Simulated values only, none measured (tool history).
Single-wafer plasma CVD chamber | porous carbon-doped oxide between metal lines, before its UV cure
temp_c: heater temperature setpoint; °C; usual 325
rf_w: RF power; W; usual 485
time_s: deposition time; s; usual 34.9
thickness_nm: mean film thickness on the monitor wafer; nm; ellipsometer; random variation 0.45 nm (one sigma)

run,hour,temp_c,rf_w,time_s,wafers since the last listed run,hours since the last thermocouple change,hours since the last RF generator calibration,hours since the showerhead was replaced,hours since the gauge calibration,"read-back reference wafer on the same gauge, thickness_nm",thickness_nm
1,0.0,315,485,39.1,0,1766.5,670.1,2460.2,846.2,209.025,206.231
2,37.1,315,485,39.1,907,1803.6,707.2,2497.3,883.3,208.998,205.671
3,130.6,325,485,34.9,2286,1897.1,800.7,2590.8,976.8,209.245,175.032
4,188.3,325,485,34.9,1411,1954.8,858.4,2648.5,1034.5,209.065,174.558
5,275.3,325,485,34.9,2127,2041.8,945.4,2735.5,1121.5,208.953,174.738
6,397.3,325,485,34.9,2983,2163.8,1067.4,2857.5,1243.5,208.854,173.688
7,450.2,325,485,34.9,1293,2216.7,1120.3,2910.4,1296.4,209.143,173.887
8,536.6,325,485,34.9,2113,2303.1,1206.7,2996.8,1382.8,208.858,173.778

The next listed run, before its measurement:
9,617.6,311,485,41.4,1981,2384.1,1287.7,3077.8,1463.8,?,?

read-back reference wafer on the same gauge, thickness_nm: 208.935
thickness_nm: 222.909 nm
Without the tool's hidden state the same run would have given thickness_nm 222.909 nm.
